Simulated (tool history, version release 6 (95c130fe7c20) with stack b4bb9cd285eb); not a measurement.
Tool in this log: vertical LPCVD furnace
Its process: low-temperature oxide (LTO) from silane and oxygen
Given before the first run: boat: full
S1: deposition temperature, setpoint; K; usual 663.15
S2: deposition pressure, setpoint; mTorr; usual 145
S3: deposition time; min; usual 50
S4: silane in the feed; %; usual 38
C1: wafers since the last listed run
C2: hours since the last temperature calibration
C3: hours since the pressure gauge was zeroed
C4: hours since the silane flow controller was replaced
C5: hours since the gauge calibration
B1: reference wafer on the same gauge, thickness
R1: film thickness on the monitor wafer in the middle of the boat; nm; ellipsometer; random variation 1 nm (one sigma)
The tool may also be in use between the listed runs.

run 1 hour=0 | S1=663.15 S2=145 S3=50 S4=35 | C1=0 C2=1588.7 C3=1480.2 C4=4769 C5=2090.2 | B1=302.98 | R1=257.39
run 2 hour=54.1 | S1=663.15 S2=145 S3=50 S4=38 | C1=793 C2=1642.8 C3=1534.3 C4=4823.1 C5=2144.3 | B1=303.36 | R1=286.42
run 3 hour=124.3 | S1=663.15 S2=145 S3=50 S4=38 | C1=1030 C2=1713 C3=1604.5 C4=4893.3 C5=2214.5 | B1=303.55 | R1=286.26
run 4 hour=159.1 | S1=663.15 S2=145 S3=50 S4=38 | C1=510 C2=1747.8 C3=1639.3 C4=4928.1 C5=2249.3 | B1=303.25 | R1=283.78
run 5 hour=215.1 | S1=663.15 S2=130 S3=50 S4=38 | C1=821 C2=1803.8 C3=1695.3 C4=4984.1 C5=2305.3 | B1=302.81 | R1=254.31
run 6 hour=282.2 | S1=663.15 S2=145 S3=50 S4=38 | C1=984 C2=1870.9 C3=1762.4 C4=5051.2 C5=2372.4 | B1=302.89 | R1=284.65
run 7 hour=353.3 | S1=663.15 S2=145 S3=50 S4=38 | C1=1043 C2=1942 C3=1833.5 C4=5122.3 C5=2443.5 | B1=303.18 | R1=285.66
-- hour=395.3 thermocouples replaced and temperature profile calibrated
run 8 hour=395.7 | S1=663.15 S2=145 S3=50 S4=38 | C1=270 C2=0.4 C3=1875.9 C4=5164.7 C5=2485.9 | B1=302.75 | R1=286.39
run 9 hour=447.8 | S1=663.15 S2=145 S3=50 S4=38 | C1=764 C2=52.5 C3=1928 C4=5216.8 C5=2538 | B1=303.07 | R1=285.7
run 10 hour=477.1 | S1=663.15 S2=145 S3=50 S4=38 | C1=430 C2=81.8 C3=1957.3 C4=5246.1 C5=2567.3 | B1=303.22 | R1=288.26
run 11 hour=530.1 | S1=667.15 S2=145 S3=50 S4=38 | C1=777 C2=134.8 C3=2010.3 C4=5299.1 C5=2620.3 | B1=302.95 | R1=300.39
run 12 hour=570.6 | S1=663.15 S2=145 S3=50 S4=38 | C1=594 C2=175.3 C3=2050.8 C4=5339.6 C5=2660.8 | B1=303.34 | R1=286.73
run 13 hour=640.6 | S1=656.15 S2=145 S3=50 S4=42 | C1=1027 C2=245.3 C3=2120.8 C4=5409.6 C5=2730.8 | B1=303.09 | R1=298.38
run 14 hour=691.3 | S1=657.15 S2=180 S3=50 S4=38 | C1=744 C2=296 C3=2171.5 C4=5460.3 C5=2781.5 | B1=303.08 | R1=330.15
run 15 hour=738.5 | S1=663.15 S2=145 S3=58 S4=38 | C1=692 C2=343.2 C3=2218.7 C4=5507.5 C5=2828.7 | B1=303.06 | R1=333.96
-- hour=752.2 gauge calibrated
run 16 hour=800.1 | S1=663.15 S2=170 S3=50 S4=38 | C1=904 C2=404.8 C3=2280.3 C4=5569.1 C5=47.9 | B1=303.14 | R1=337.3
-- hour=837.4 silane flow controller replaced
run 17 hour=837.9 | S1=659.15 S2=170 S3=31.5 S4=31 | C1=202 C2=442.6 C3=2318.1 C4=0.5 C5=85.7 | B1=302.67 | R1=146.39
run 18 hour=858 | S1=668.15 S2=145 S3=50 S4=43 | C1=294 C2=462.7 C3=2338.2 C4=20.6 C5=105.8 | B1=303 | R1=340.1
-- hour=888.6 pressure gauge zeroed
run 19 hour=893.6 | S1=663.15 S2=145 S3=63.5 S4=41 | C1=170 C2=498.3 C3=5 C4=56.2 C5=141.4 | B1=303.09 | R1=386.7
run 20 hour=951.7 | S1=667.15 S2=145 S3=32 S4=34 | C1=852 C2=556.4 C3=63.1 C4=114.3 C5=199.5 | B1=303.59 | R1=160.26
run 21 hour=1020.1 | S1=663.15 S2=145 S3=50 S4=38 | C1=1003 C2=624.8 C3=131.5 C4=182.7 C5=267.9 | B1=303.02 | R1=276.36
run 22 hour=1082.4 | S1=672.15 S2=155 S3=55.5 S4=43 | C1=914 C2=687.1 C3=193.8 C4=245 C5=330.2 | B1=303.2 | R1=422.65
run 23 hour=1129.1 | S1=672.15 S2=160 S3=65 S4=35 | C1=685 C2=733.8 C3=240.5 C4=291.7 C5=376.9 | B1=303.36 | R1=394.07
run 24 hour=1162.9 | S1=673.15 S2=145 S3=65.5 S4=38 | C1=496 C2=767.6 C3=274.3 C4=325.5 C5=410.7 | B1=303.55 | R1=405.78
run 25 hour=1225.9 | S1=660.15 S2=145 S3=65 S4=38 | C1=924 C2=830.6 C3=337.3 C4=388.5 C5=473.7 | B1=303.33 | R1=344.39
run 26 hour=1290 | S1=663.15 S2=115 S3=50 S4=38 | C1=940 C2=894.7 C3=401.4 C4=452.6 C5=537.8 | B1=303.1 | R1=219.3
run 27 hour=1335.8 | S1=663.15 S2=145 S3=50 S4=38 | C1=672 C2=940.5 C3=447.2 C4=498.4 C5=583.6 | B1=303.23 | R1=273.6
run 28 hour=1381.7 | S1=663.15 S2=145 S3=50 S4=38 | C1=673 C2=986.4 C3=493.1 C4=544.3 C5=629.5 | B1=302.92 | R1=273.83
run 29 hour=1436.8 | S1=663.15 S2=145 S3=50 S4=38 | C1=808 C2=1041.5 C3=548.2 C4=599.4 C5=684.6 | B1=303.45 | R1=273.65
run 30 hour=1486.9 | S1=669.15 S2=180 S3=32.5 S4=41 | C1=735 C2=1091.6 C3=598.3 C4=649.5 C5=734.7 | B1=303.12 | R1=260.98
run 31 hour=1510.9 | S1=663.15 S2=145 S3=50 S4=33 | C1=352 C2=1115.6 C3=622.3 C4=673.5 C5=758.7 | B1=303.13 | R1=228.59
run 32 hour=1577.8 | S1=667.15 S2=175 S3=50 S4=38 | C1=981 C2=1182.5 C3=689.2 C4=740.4 C5=825.6 | B1=302.75 | R1=351.43

For each entry between runs, how does the tool's hidden state at the last listed run before it compare with that at the first listed run after it?
From run 7 to run 8: thermocouples replaced and temperature profile calibrated (hour 395.3)
  deviation of the silane flow from its setpoint, %: 5.42 -> 5.5
  measured less the result without the state, R1: +11.48 -> +11.67 nm
From run 15 to run 16: gauge calibrated (hour 752.2)
  deviation of the silane flow from its setpoint, %: 6.23 -> 6.36
  measured less the result without the state, R1: +15.27 -> +15.73 nm
From run 16 to run 17: silane flow controller replaced (hour 837.4)
  deviation of the silane flow from its setpoint, %: 6.36 -> 0.656
  measured less the result without the state, R1: +15.73 -> +0.97 nm
From run 18 to run 19: pressure gauge zeroed (hour 888.6)
  deviation of the silane flow from its setpoint, %: 0.656 -> 0.657
  measured less the result without the state, R1: +1.4 -> +1.77 nm
